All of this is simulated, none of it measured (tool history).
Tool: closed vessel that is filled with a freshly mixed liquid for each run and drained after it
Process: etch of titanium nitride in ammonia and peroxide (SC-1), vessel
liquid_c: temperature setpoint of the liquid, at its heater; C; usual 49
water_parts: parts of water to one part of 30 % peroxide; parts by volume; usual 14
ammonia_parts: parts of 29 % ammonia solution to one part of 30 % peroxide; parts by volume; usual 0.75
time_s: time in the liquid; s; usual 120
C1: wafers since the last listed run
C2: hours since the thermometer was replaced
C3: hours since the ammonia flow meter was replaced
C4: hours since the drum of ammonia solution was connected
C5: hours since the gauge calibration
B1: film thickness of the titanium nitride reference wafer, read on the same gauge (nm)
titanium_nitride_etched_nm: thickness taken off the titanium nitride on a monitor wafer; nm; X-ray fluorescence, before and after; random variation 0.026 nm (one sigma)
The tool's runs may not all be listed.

run 1 hour=0 | liquid_c=49 water_parts=17 ammonia_parts=0.45 time_s=120 | C1=0 C2=1350.4 C3=48.6 C4=3.8 C5=1579.8 | B1=70.01 | titanium_nitride_etched_nm=4.89
run 2 hour=46 | liquid_c=49 water_parts=17 ammonia_parts=0.45 time_s=120 | C1=3181 C2=1396.4 C3=94.6 C4=49.8 C5=1625.8 | B1=69.98 | titanium_nitride_etched_nm=4.87
run 3 hour=152.4 | liquid_c=46.5 water_parts=14 ammonia_parts=0.75 time_s=120 | C1=7358 C2=1502.8 C3=201 C4=156.2 C5=1732.2 | B1=69.99 | titanium_nitride_etched_nm=4.96
run 4 hour=227.3 | liquid_c=49 water_parts=14 ammonia_parts=0.75 time_s=120 | C1=5180 C2=1577.7 C3=275.9 C4=231.1 C5=1807.1 | B1=69.98 | titanium_nitride_etched_nm=5.97
run 5 hour=283.6 | liquid_c=49 water_parts=14 ammonia_parts=0.75 time_s=120 | C1=3893 C2=1634 C3=332.2 C4=287.4 C5=1863.4 | B1=69.99 | titanium_nitride_etched_nm=5.94
run 6 hour=372.7 | liquid_c=49 water_parts=14 ammonia_parts=0.75 time_s=120 | C1=6162 C2=1723.1 C3=421.3 C4=376.5 C5=1952.5 | B1=69.99 | titanium_nitride_etched_nm=5.9
run 7 hour=452.3 | liquid_c=49 water_parts=14 ammonia_parts=0.75 time_s=120 | C1=5505 C2=1802.7 C3=500.9 C4=456.1 C5=2032.1 | B1=70 | titanium_nitride_etched_nm=5.98
run 8 hour=527.6 | liquid_c=49 water_parts=14 ammonia_parts=0.6 time_s=120 | C1=5207 C2=1878 C3=576.2 C4=531.4 C5=2107.4 | B1=70 | titanium_nitride_etched_nm=5.74
-- hour=580.3 ammonia flow meter replaced
run 9 hour=602.7 | liquid_c=49 water_parts=14 ammonia_parts=0.6 time_s=120 | C1=5124 C2=1953.1 C3=22.4 C4=606.5 C5=2182.5 | B1=70.01 | titanium_nitride_etched_nm=5.6
run 10 hour=678.8 | liquid_c=49 water_parts=14 ammonia_parts=0.6 time_s=120 | C1=5263 C2=2029.2 C3=98.5 C4=682.6 C5=2258.6 | B1=69.97 | titanium_nitride_etched_nm=5.61
run 11 hour=748.9 | liquid_c=58.5 water_parts=8.5 ammonia_parts=0.75 time_s=90 | C1=4848 C2=2099.3 C3=168.6 C4=752.7 C5=2328.7 | B1=69.99 | titanium_nitride_etched_nm=10.82
run 12 hour=819.6 | liquid_c=39.5 water_parts=19.5 ammonia_parts=0.95 time_s=95 | C1=4889 C2=2170 C3=239.3 C4=823.4 C5=2399.4 | B1=70 | titanium_nitride_etched_nm=2.03
run 13 hour=885.3 | liquid_c=49 water_parts=14 ammonia_parts=0.5 time_s=185 | C1=4543 C2=2235.7 C3=305 C4=889.1 C5=2465.1 | B1=70 | titanium_nitride_etched_nm=8.42
run 14 hour=965.1 | liquid_c=43 water_parts=14 ammonia_parts=0.75 time_s=120 | C1=5518 C2=2315.5 C3=384.8 C4=968.9 C5=2544.9 | B1=70.02 | titanium_nitride_etched_nm=3.84
-- hour=993.9 gauge calibrated
run 15 hour=1018.5 | liquid_c=54 water_parts=14 ammonia_parts=0.75 time_s=80 | C1=3693 C2=2368.9 C3=438.2 C4=1022.3 C5=24.6 | B1=70.01 | titanium_nitride_etched_nm=5.53
-- hour=1051.6 thermometer replaced
run 16 hour=1076.9 | liquid_c=39 water_parts=20.5 ammonia_parts=0.5 time_s=120 | C1=3969 C2=25.3 C3=496.6 C4=1080.7 C5=83 | B1=70.01 | titanium_nitride_etched_nm=2.16
run 17 hour=1153.6 | liquid_c=49 water_parts=17.5 ammonia_parts=0.45 time_s=120 | C1=5304 C2=102 C3=573.3 C4=1157.4 C5=159.7 | B1=70.01 | titanium_nitride_etched_nm=4.71
-- hour=1175.7 new drum of ammonia solution connected
run 18 hour=1248.1 | liquid_c=49 water_parts=14 ammonia_parts=0.5 time_s=170 | C1=6466 C2=196.5 C3=667.8 C4=72.4 C5=254.2 | B1=69.98 | titanium_nitride_etched_nm=7.96
run 19 hour=1296.4 | liquid_c=49 water_parts=14 ammonia_parts=0.75 time_s=120 | C1=3340 C2=244.8 C3=716.1 C4=120.7 C5=302.5 | B1=69.99 | titanium_nitride_etched_nm=5.98
run 20 hour=1340.1 | liquid_c=49 water_parts=14 ammonia_parts=0.75 time_s=120 | C1=3022 C2=288.5 C3=759.8 C4=164.4 C5=346.2 | B1=69.97 | titanium_nitride_etched_nm=6.06
-- hour=1354.2 ammonia flow meter replaced
run 21 hour=1402.1 | liquid_c=49 water_parts=14 ammonia_parts=0.75 time_s=120 | C1=4218 C2=350.5 C3=47.9 C4=226.4 C5=408.2 | B1=69.99 | titanium_nitride_etched_nm=5.86
run 22 hour=1509.2 | liquid_c=43.5 water_parts=11.5 ammonia_parts=1 time_s=80 | C1=7406 C2=457.6 C3=155 C4=333.5 C5=515.3 | B1=70 | titanium_nitride_etched_nm=3.11
run 23 hour=1572.2 | liquid_c=49 water_parts=14 ammonia_parts=0.75 time_s=120 | C1=4357 C2=520.6 C3=218 C4=396.5 C5=578.3 | B1=69.98 | titanium_nitride_etched_nm=5.92
run 24 hour=1630.8 | liquid_c=49 water_parts=14 ammonia_parts=1 time_s=165 | C1=4052 C2=579.2 C3=276.6 C4=455.1 C5=636.9 | B1=70.01 | titanium_nitride_etched_nm=8.55
run 25 hour=1696.5 | liquid_c=49 water_parts=14 ammonia_parts=0.75 time_s=120 | C1=4543 C2=644.9 C3=342.3 C4=520.8 C5=702.6 | B1=70.02 | titanium_nitride_etched_nm=5.94
run 26 hour=1777.8 | liquid_c=49 water_parts=14 ammonia_parts=0.75 time_s=120 | C1=5622 C2=726.2 C3=423.6 C4=602.1 C5=783.9 | B1=69.98 | titanium_nitride_etched_nm=5.9
run 27 hour=1856.3 | liquid_c=55 water_parts=9 ammonia_parts=0.5 time_s=140 | C1=5428 C2=804.7 C3=502.1 C4=680.6 C5=862.4 | B1=70.02 | titanium_nitride_etched_nm=12.26

The same runs without the tool's hidden state, with the same run-to-run variation:
The hidden state here: liquid hotter than its thermometer reads (K); ammonia flow above the setpoint (%); ammonia solution weaker than its label (%); gauge reads high (%).
run=1 titanium_nitride_etched_nm=4.9
run=2 titanium_nitride_etched_nm=4.88
run=3 titanium_nitride_etched_nm=4.97
run=4 titanium_nitride_etched_nm=5.98
run=5 titanium_nitride_etched_nm=5.94
run=6 titanium_nitride_etched_nm=5.9
run=7 titanium_nitride_etched_nm=5.98
run=8 titanium_nitride_etched_nm=5.73
run=9 titanium_nitride_etched_nm=5.69
run=10 titanium_nitride_etched_nm=5.69
run=11 titanium_nitride_etched_nm=10.96
run=12 titanium_nitride_etched_nm=2.06
run=13 titanium_nitride_etched_nm=8.53
run=14 titanium_nitride_etched_nm=3.89
run=15 titanium_nitride_etched_nm=5.6
run=16 titanium_nitride_etched_nm=2.18
run=17 titanium_nitride_etched_nm=4.76
run=18 titanium_nitride_etched_nm=7.83
run=19 titanium_nitride_etched_nm=5.89
run=20 titanium_nitride_etched_nm=5.96
run=21 titanium_nitride_etched_nm=5.87
run=22 titanium_nitride_etched_nm=3.11
run=23 titanium_nitride_etched_nm=5.92
run=24 titanium_nitride_etched_nm=8.54
run=25 titanium_nitride_etched_nm=5.94
run=26 titanium_nitride_etched_nm=5.89
run=27 titanium_nitride_etched_nm=12.25
